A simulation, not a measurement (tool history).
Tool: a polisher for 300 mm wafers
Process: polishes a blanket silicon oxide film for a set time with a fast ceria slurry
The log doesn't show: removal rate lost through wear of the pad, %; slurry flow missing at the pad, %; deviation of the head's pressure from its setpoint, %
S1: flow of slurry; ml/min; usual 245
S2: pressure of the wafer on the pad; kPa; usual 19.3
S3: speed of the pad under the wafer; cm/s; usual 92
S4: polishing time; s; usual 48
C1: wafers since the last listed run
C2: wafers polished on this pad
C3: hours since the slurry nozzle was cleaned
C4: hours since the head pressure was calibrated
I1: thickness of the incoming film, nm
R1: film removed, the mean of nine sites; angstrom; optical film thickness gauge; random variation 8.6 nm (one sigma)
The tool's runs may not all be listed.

{"run": 1, "hour": 0.0, "S1": 285, "S2": 19.3, "S3": 92, "S4": 48, "C1": 0, "C2": 2549, "C3": 553.6, "C4": 810.8, "I1": 1937.4, "R1": 5798}
{"run": 2, "hour": 52.5, "S1": 245, "S2": 19.3, "S3": 92, "S4": 48, "C1": 647, "C2": 3196, "C3": 606.1, "C4": 863.3, "I1": 1916.4, "R1": 5732}
{"hour": 76.2, "done": "head pressure recalibrated"}
{"run": 3, "hour": 101.9, "S1": 245, "S2": 23.4, "S3": 92, "S4": 48, "C1": 584, "C2": 3780, "C3": 655.5, "C4": 25.7, "I1": 1928.6, "R1": 6829}
{"hour": 110.3, "done": "slurry nozzle cleaned"}
{"run": 4, "hour": 151.0, "S1": 245, "S2": 23.4, "S3": 92, "S4": 48, "C1": 593, "C2": 4373, "C3": 40.7, "C4": 74.8, "I1": 1964.2, "R1": 6636}
{"hour": 205.8, "done": "worn pad replaced by a new one"}
{"run": 5, "hour": 225.4, "S1": 245, "S2": 19.3, "S3": 92, "S4": 48, "C1": 868, "C2": 241, "C3": 115.1, "C4": 149.2, "I1": 1983.1, "R1": 6171}
{"run": 6, "hour": 287.0, "S1": 270, "S2": 19.3, "S3": 92, "S4": 48, "C1": 759, "C2": 1000, "C3": 176.7, "C4": 210.8, "I1": 1944.8, "R1": 6009}
{"run": 7, "hour": 336.0, "S1": 270, "S2": 19.3, "S3": 92, "S4": 48, "C1": 604, "C2": 1604, "C3": 225.7, "C4": 259.8, "I1": 1956.9, "R1": 5787}
{"run": 8, "hour": 381.4, "S1": 270, "S2": 19.3, "S3": 92, "S4": 48, "C1": 559, "C2": 2164, "C3": 271.1, "C4": 305.2, "I1": 1940.2, "R1": 5644}
{"run": 9, "hour": 456.4, "S1": 245, "S2": 19.3, "S3": 92, "S4": 48, "C1": 924, "C2": 3089, "C3": 346.1, "C4": 380.2, "I1": 1941.6, "R1": 5623}
{"run": 10, "hour": 527.1, "S1": 245, "S2": 19.3, "S3": 92, "S4": 48, "C1": 871, "C2": 3961, "C3": 416.8, "C4": 450.9, "I1": 1945.9, "R1": 5558}
{"hour": 585.0, "done": "worn pad replaced by a new one"}
{"run": 11, "hour": 589.8, "S1": 245, "S2": 19.3, "S3": 92, "S4": 48, "C1": 723, "C2": 59, "C3": 479.5, "C4": 513.6, "I1": 1950.5, "R1": 6181}
{"run": 12, "hour": 656.3, "S1": 245, "S2": 19.3, "S3": 92, "S4": 48, "C1": 819, "C2": 879, "C3": 546, "C4": 580.1, "I1": 1984.1, "R1": 5844}
{"run": 13, "hour": 759.6, "S1": 245, "S2": 19.3, "S3": 92, "S4": 48, "C1": 1273, "C2": 2153, "C3": 649.3, "C4": 683.4, "I1": 1974.4, "R1": 5633}
{"hour": 773.4, "done": "slurry nozzle cleaned"}
{"run": 14, "hour": 822.7, "S1": 245, "S2": 19.3, "S3": 92, "S4": 48, "C1": 765, "C2": 2919, "C3": 49.3, "C4": 746.5, "I1": 1931, "R1": 5649}
{"run": 15, "hour": 878.1, "S1": 245, "S2": 22.8, "S3": 92, "S4": 56, "C1": 683, "C2": 3602, "C3": 104.7, "C4": 801.9, "I1": 1939.9, "R1": 7771}
{"hour": 931.3, "done": "head pressure recalibrated"}
{"run": 16, "hour": 948.8, "S1": 245, "S2": 19.3, "S3": 92, "S4": 48, "C1": 847, "C2": 4449, "C3": 175.4, "C4": 17.5, "I1": 1913.4, "R1": 5568}
{"hour": 962.2, "done": "worn pad replaced by a new one, of another model than before"}
{"run": 17, "hour": 1052.1, "S1": 245, "S2": 19.3, "S3": 92, "S4": 48, "C1": 1224, "C2": 1108, "C3": 278.7, "C4": 120.8, "I1": 1948, "R1": 5864}
{"run": 18, "hour": 1123.0, "S1": 245, "S2": 19.3, "S3": 92, "S4": 48, "C1": 874, "C2": 1982, "C3": 349.6, "C4": 191.7, "I1": 1928.5, "R1": 5727}
{"run": 19, "hour": 1182.3, "S1": 175, "S2": 22.8, "S3": 104, "S4": 33, "C1": 731, "C2": 2713, "C3": 408.9, "C4": 251, "I1": 1942.8, "R1": 4426}
{"run": 20, "hour": 1229.5, "S1": 245, "S2": 23.4, "S3": 106, "S4": 48, "C1": 581, "C2": 3295, "C3": 456.1, "C4": 298.2, "I1": 1988.9, "R1": 6948}
{"run": 21, "hour": 1304.1, "S1": 245, "S2": 19.3, "S3": 72, "S4": 54, "C1": 919, "C2": 4215, "C3": 530.7, "C4": 372.8, "I1": 1940.5, "R1": 5686}
{"hour": 1325.3, "done": "slurry nozzle cleaned"}
{"hour": 1348.3, "done": "worn pad replaced by a new one"}
{"run": 22, "hour": 1395.2, "S1": 315, "S2": 19.3, "S3": 82, "S4": 48, "C1": 1061, "C2": 577, "C3": 69.9, "C4": 463.9, "I1": 1935.1, "R1": 5592}
{"run": 23, "hour": 1457.8, "S1": 330, "S2": 19.3, "S3": 92, "S4": 59, "C1": 771, "C2": 1349, "C3": 132.5, "C4": 526.5, "I1": 1948.3, "R1": 7254}
{"run": 24, "hour": 1538.7, "S1": 245, "S2": 19.3, "S3": 92, "S4": 48, "C1": 997, "C2": 2347, "C3": 213.4, "C4": 607.4, "I1": 1953.6, "R1": 5610}
{"hour": 1600.6, "done": "head pressure recalibrated"}
{"run": 25, "hour": 1603.9, "S1": 205, "S2": 22.8, "S3": 92, "S4": 48, "C1": 779, "C2": 3126, "C3": 278.6, "C4": 3.3, "I1": 1939.7, "R1": 6144}
{"run": 26, "hour": 1654.8, "S1": 245, "S2": 19.3, "S3": 92, "S4": 48, "C1": 627, "C2": 3754, "C3": 329.5, "C4": 54.2, "I1": 1952.8, "R1": 5603}
{"hour": 1663.9, "done": "worn pad replaced by a new one"}
{"run": 27, "hour": 1748.7, "S1": 280, "S2": 19.3, "S3": 92, "S4": 48, "C1": 1108, "C2": 1045, "C3": 423.4, "C4": 148.1, "I1": 1959.2, "R1": 5691}
{"run": 28, "hour": 1803.3, "S1": 280, "S2": 15.2, "S3": 64, "S4": 48, "C1": 673, "C2": 1719, "C3": 478, "C4": 202.7, "I1": 1946.7, "R1": 4212}

Some steps in R1 between neighbouring runs. How much of each would the tool show without its hidden state too (settings, what came in, random variation), and how much is left for the hidden state, with any gauge scatter that isn't in both results?
Run 4 -> 5: S2 23.4 -> 19.3, worn pad replaced by a new one. R1 -465 angstrom: hidden state +674, all else -1139.
Run 10 -> 11: worn pad replaced by a new one. R1 +623 angstrom: hidden state +597, all else +26.
Run 15 -> 16: S2 22.8 -> 19.3, S4 56 -> 48, head pressure recalibrated. R1 -2203 angstrom: hidden state +212, all else -2415.
Run 19 -> 20: S1 175 -> 245, S2 22.8 -> 23.4, S3 104 -> 106, S4 33 -> 48. R1 +2522 angstrom: hidden state -302, all else +2824.

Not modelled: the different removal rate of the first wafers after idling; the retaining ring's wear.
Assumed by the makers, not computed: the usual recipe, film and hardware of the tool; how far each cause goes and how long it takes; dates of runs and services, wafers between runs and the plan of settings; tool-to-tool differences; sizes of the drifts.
